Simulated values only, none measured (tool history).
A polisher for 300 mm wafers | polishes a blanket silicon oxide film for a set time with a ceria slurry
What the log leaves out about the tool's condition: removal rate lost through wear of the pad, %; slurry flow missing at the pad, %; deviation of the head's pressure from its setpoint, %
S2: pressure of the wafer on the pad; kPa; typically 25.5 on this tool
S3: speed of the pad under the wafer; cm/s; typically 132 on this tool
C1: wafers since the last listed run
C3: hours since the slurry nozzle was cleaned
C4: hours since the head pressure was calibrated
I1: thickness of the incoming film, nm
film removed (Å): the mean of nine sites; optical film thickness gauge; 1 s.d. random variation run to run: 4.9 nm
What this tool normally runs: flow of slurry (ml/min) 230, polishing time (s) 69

Run 1, hour 0: usual settings; C1 0; wafers polished on this pad 257; C3 242.7; C4 886.2; I1 1739.7. Result: film removed (Å) 4613.
At hour 9.8: slurry nozzle cleaned.
Run 2, hour 11.6: usual settings; C1 96; wafers polished on this pad 354; C3 1.8; C4 897.8; I1 1715.8. Result: film removed (Å) 4789.
Run 3, hour 23: usual settings; C1 104; wafers polished on this pad 458; C3 13.2; C4 909.2; I1 1723.4. Result: film removed (Å) 4619.
At hour 33.7: worn pad replaced by a new one.
Run 4, hour 36.9: usual settings; C1 90; wafers polished on this pad 29; C3 27.1; C4 923.1; I1 1712.2. Result: film removed (Å) 5031.
Run 5, hour 50.4: usual settings but polishing time (s) 59; C1 123; wafers polished on this pad 153; C3 40.6; C4 936.6; I1 1738.9. Result: film removed (Å) 4350.
Run 6, hour 63.1: usual settings but polishing time (s) 59; C1 116; wafers polished on this pad 269; C3 53.3; C4 949.3; I1 1730.9. Result: film removed (Å) 4171.
Run 7, hour 75.1: usual settings but S2 31 kPa, polishing time (s) 81; C1 109; wafers polished on this pad 378; C3 65.3; C4 961.3; I1 1749.5. Result: film removed (Å) 6511.
At hour 90.6: worn pad replaced by a new one.
Run 8, hour 91.1: usual settings; C1 109; wafers polished on this pad 4; C3 81.3; C4 977.3; I1 1748.8. Result: film removed (Å) 5024.
At hour 115.6: head pressure recalibrated.
Run 9, hour 123.7: usual settings; C1 279; wafers polished on this pad 284; C3 113.9; C4 8.1; I1 1740.3. Result: film removed (Å) 4841.
Run 10, hour 140.5: usual settings but flow of slurry (ml/min) 200, S3 114 cm/s; C1 153; wafers polished on this pad 437; C3 130.7; C4 24.9; I1 1758.9. Result: film removed (Å) 3962.
At hour 147.4: worn pad replaced by a new one.
Run 11, hour 185.7: usual settings; C1 376; wafers polished on this pad 350; C3 175.9; C4 70.1; I1 1757.7. Result: film removed (Å) 4657.
Run 12, hour 192.1: usual settings but flow of slurry (ml/min) 300, S2 20 kPa, S3 116 cm/s, polishing time (s) 50; C1 58; wafers polished on this pad 408; C3 182.3; C4 76.5; I1 1734.4. Result: film removed (Å) 2557.
Run 13, hour 205.1: usual settings but S2 33.8 kPa, polishing time (s) 49; C1 118; wafers polished on this pad 527; C3 195.3; C4 89.5; I1 1749.6. Result: film removed (Å) 3814.
At hour 211.4: slurry nozzle cleaned.
At hour 218.1: worn pad replaced by a new one.
Run 14, hour 218.6: usual settings but S2 29.6 kPa, S3 100 cm/s; C1 77; wafers polished on this pad 4; C3 7.2; C4 103; I1 1744.7. Result: film removed (Å) 4208.
Run 15, hour 233.4: usual settings but polishing time (s) 59; C1 135; wafers polished on this pad 139; C3 22; C4 117.8; I1 1732.1. Result: film removed (Å) 4227.
Run 16, hour 249.5: usual settings but flow of slurry (ml/min) 250, S3 110 cm/s; C1 147; wafers polished on this pad 286; C3 38.1; C4 133.9; I1 1768.4. Result: film removed (Å) 4198.
Run 17, hour 258.3: usual settings but S2 17.2 kPa, S3 116 cm/s, polishing time (s) 80; C1 80; wafers polished on this pad 367; C3 46.9; C4 142.7; I1 1731.4. Result: film removed (Å) 3849.
Run 18, hour 267.2: usual settings but flow of slurry (ml/min) 280, S2 20 kPa, S3 174 cm/s; C1 81; wafers polished on this pad 448; C3 55.8; C4 151.6; I1 1728.6. Result: film removed (Å) 5468.
Run 19, hour 275.4: usual settings but S2 33.8 kPa, S3 120 cm/s, polishing time (s) 91; C1 74; wafers polished on this pad 523; C3 64; C4 159.8; I1 1776.4. Result: film removed (Å) 6684.

Measured minus without-hidden-state, run by run (identical run-to-run variation in each term; gauge scatter may differ):
run  film removed (Å)
  1              -441
  2              -281
  3              -421
  4               -30
  5               -62
  6              -131
  7              -376
  8               -52
  9              -225
 10              -374
 11              -409
 12              -258
 13              -602
 14               -17
 15               -46
 16              -137
 17              -200
 18              -418
 19              -708
